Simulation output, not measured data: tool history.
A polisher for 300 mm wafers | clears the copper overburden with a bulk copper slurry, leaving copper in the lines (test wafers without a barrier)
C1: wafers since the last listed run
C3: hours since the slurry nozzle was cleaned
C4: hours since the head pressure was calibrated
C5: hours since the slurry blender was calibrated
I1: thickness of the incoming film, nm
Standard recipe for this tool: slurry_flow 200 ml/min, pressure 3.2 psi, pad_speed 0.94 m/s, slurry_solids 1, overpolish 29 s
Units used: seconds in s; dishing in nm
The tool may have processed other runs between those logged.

Run 1, hour 0: usual settings but overpolish 23 s; C1 0; wafers polished on this pad 237; C3 277.9; C4 171; C5 106; I1 728.2. Result: seconds 91.8 s, dishing 78.9 nm.
Run 2, hour 22.4: usual settings but overpolish 23 s; C1 125; wafers polished on this pad 362; C3 300.3; C4 193.4; C5 128.4; I1 716.4. Result: seconds 91 s, dishing 77.8 nm.
At hour 36.6: slurry blender recalibrated.
At hour 52.5: slurry nozzle cleaned.
At hour 94.8: head pressure recalibrated.
Run 3, hour 110.3: usual settings; C1 463; wafers polished on this pad 826; C3 57.8; C4 15.5; C5 73.7; I1 727.7. Result: seconds 90.3 s, dishing 87.5 nm.
At hour 118: worn pad replaced by a new one.
Run 4, hour 142.1: usual settings; C1 155; wafers polished on this pad 134; C3 89.6; C4 47.3; C5 105.5; I1 718. Result: seconds 92.3 s, dishing 86.3 nm.
Run 5, hour 161: usual settings; C1 105; wafers polished on this pad 240; C3 108.5; C4 66.2; C5 124.4; I1 716.2. Result: seconds 92 s, dishing 86.8 nm.
At hour 180.1: slurry blender recalibrated.
Run 6, hour 190.3: usual settings; C1 152; wafers polished on this pad 392; C3 137.8; C4 95.5; C5 10.2; I1 716.1. Result: seconds 87.1 s, dishing 89.2 nm.
Run 7, hour 214.7: usual settings; C1 136; wafers polished on this pad 529; C3 162.2; C4 119.9; C5 34.6; I1 722.8. Result: seconds 88.7 s, dishing 86.5 nm.
Run 8, hour 229: usual settings; C1 79; wafers polished on this pad 609; C3 176.5; C4 134.2; C5 48.9; I1 714.9. Result: seconds 87.4 s, dishing 90.8 nm.
At hour 246.1: worn pad replaced by a new one.
Run 9, hour 259.3: usual settings; C1 147; wafers polished on this pad 73; C3 206.8; C4 164.5; C5 79.2; I1 726.8. Result: seconds 89.3 s, dishing 85.8 nm.
Run 10, hour 282.6: usual settings; C1 130; wafers polished on this pad 203; C3 230.1; C4 187.8; C5 102.5; I1 711.4. Result: seconds 85 s, dishing 89.6 nm.
Run 11, hour 296.8: usual settings; C1 79; wafers polished on this pad 283; C3 244.3; C4 202; C5 116.7; I1 724.8. Result: seconds 93.2 s, dishing 86.1 nm.
At hour 310.8: slurry blender recalibrated.
Run 12, hour 323.4: usual settings but pad_speed 1.14 m/s; C1 137; wafers polished on this pad 420; C3 270.9; C4 228.6; C5 12.6; I1 719.4. Result: seconds 74.8 s, dishing 93.6 nm.
Run 13, hour 340.2: usual settings but pad_speed 1.14 m/s; C1 93; wafers polished on this pad 514; C3 287.7; C4 245.4; C5 29.4; I1 723.4. Result: seconds 70.3 s, dishing 93.3 nm.
Run 14, hour 359.3: usual settings but slurry_flow 240 ml/min, pressure 2.8 psi, pad_speed 0.68 m/s, slurry_solids 0.9; C1 106; wafers polished on this pad 621; C3 306.8; C4 264.5; C5 48.5; I1 725.9. Result: seconds 143.8 s, dishing 68.1 nm.
Run 15, hour 381.5: usual settings; C1 124; wafers polished on this pad 745; C3 329; C4 286.7; C5 70.7; I1 726.8. Result: seconds 89.1 s, dishing 87.7 nm.
At hour 390.1: worn pad replaced by a new one.
At hour 391.1: slurry nozzle cleaned.
Run 16, hour 402.8: usual settings but pad_speed 1.1 m/s, slurry_solids 1.15; C1 91; wafers polished on this pad 65; C3 11.7; C4 308; C5 92; I1 728.9. Result: seconds 75.5 s, dishing 93.5 nm.
At hour 413: head pressure recalibrated.
Run 17, hour 423.7: usual settings but slurry_flow 220 ml/min, slurry_solids 1.3; C1 105; wafers polished on this pad 171; C3 32.6; C4 10.7; C5 112.9; I1 711.7. Result: seconds 88.6 s, dishing 88.2 nm.
Run 18, hour 458.4: usual settings; C1 193; wafers polished on this pad 365; C3 67.3; C4 45.4; C5 147.6; I1 718.3. Result: seconds 93 s, dishing 85 nm.
At hour 477.5: slurry blender recalibrated.
Run 19, hour 491.5: usual settings but pad_speed 1.18 m/s, slurry_solids 1.1; C1 173; wafers polished on this pad 539; C3 100.4; C4 78.5; C5 14; I1 731.8. Result: seconds 70.3 s, dishing 95.9 nm.
At hour 523: worn pad replaced by a new one.
Run 20, hour 526.1: usual settings but pad_speed 1.18 m/s, slurry_solids 1.1; C1 171; wafers polished on this pad 17; C3 135; C4 113.1; C5 48.6; I1 715.4. Result: seconds 66 s, dishing 93.9 nm.
Run 21, hour 552.3: usual settings but pad_speed 1.22 m/s, overpolish 46 s; C1 146; wafers polished on this pad 163; C3 161.2; C4 139.3; C5 74.8; I1 719.1. Result: seconds 69.8 s, dishing 104 nm.
Run 22, hour 581.2: usual settings but slurry_flow 255 ml/min, pad_speed 0.78 m/s, slurry_solids 1.25; C1 161; wafers polished on this pad 325; C3 190.1; C4 168.2; C5 103.7; I1 725.5. Result: seconds 105.9 s, dishing 84 nm.
Run 23, hour 608.9: usual settings; C1 154; wafers polished on this pad 480; C3 217.8; C4 195.9; C5 131.4; I1 720.2. Result: seconds 91.7 s, dishing 85.9 nm.
At hour 620.2: slurry blender recalibrated.
Run 24, hour 631.2: usual settings but slurry_flow 225 ml/min, slurry_solids 1.3; C1 113; wafers polished on this pad 593; C3 240.1; C4 218.2; C5 11; I1 716.3. Result: seconds 82.6 s, dishing 89.2 nm.
Run 25, hour 654.3: usual settings but slurry_flow 150 ml/min, pad_speed 0.64 m/s, slurry_solids 1.25, overpolish 43 s; C1 129; wafers polished on this pad 722; C3 263.2; C4 241.3; C5 34.1; I1 729.9. Result: seconds 128.8 s, dishing 88.9 nm.
At hour 661.6: worn pad replaced by a new one.
Run 26, hour 682.8: usual settings; C1 136; wafers polished on this pad 118; C3 291.7; C4 269.8; C5 62.6; I1 711.9. Result: seconds 90.9 s, dishing 86.9 nm.
Run 27, hour 699.4: usual settings but slurry_flow 260 ml/min, pressure 2.5 psi, pad_speed 1.22 m/s, slurry_solids 0.8; C1 92; wafers polished on this pad 211; C3 308.3; C4 286.4; C5 79.2; I1 719.8. Result: seconds 88.4 s, dishing 82 nm.

What if the next run were any one of these 5? Each begins from the tool's condition after run 27:
Run A, hour 699.9: usual settings but slurry_flow 245 ml/min; C1 2; wafers polished on this pad 214; C3 308.8; C4 286.9; C5 79.7; I1 723.5. Result: seconds ?, dishing ?.
Run B, hour 699.9: usual settings but overpolish 37 s; C1 2; wafers polished on this pad 214; C3 308.8; C4 286.9; C5 79.7; I1 723.5. Result: seconds ?, dishing ?.
Run C, hour 699.9: usual settings but pad_speed 0.86 m/s; C1 2; wafers polished on this pad 214; C3 308.8; C4 286.9; C5 79.7; I1 723.5. Result: seconds ?, dishing ?.
Run D, hour 699.9: usual settings but slurry_solids 0.8; C1 2; wafers polished on this pad 214; C3 308.8; C4 286.9; C5 79.7; I1 723.5. Result: seconds ?, dishing ?.
Run E, hour 699.9: usual settings but pad_speed 1.22 m/s; C1 2; wafers polished on this pad 214; C3 308.8; C4 286.9; C5 79.7; I1 723.5. Result: seconds ?, dishing ?.

run  seconds  dishing
  A     87.3     86.4
  B     88.7     93.2
  C     96.9     82.9
  D     91.5     84.9
  E     68.3     93.6
Had the tool no hidden state, the same runs would have come out as:
run  seconds  dishing
  A     85.3     87.2
  B     86.6     93.8
  C     94.7     83.7
  D     89.4     85.6
  E     66.7     94.2
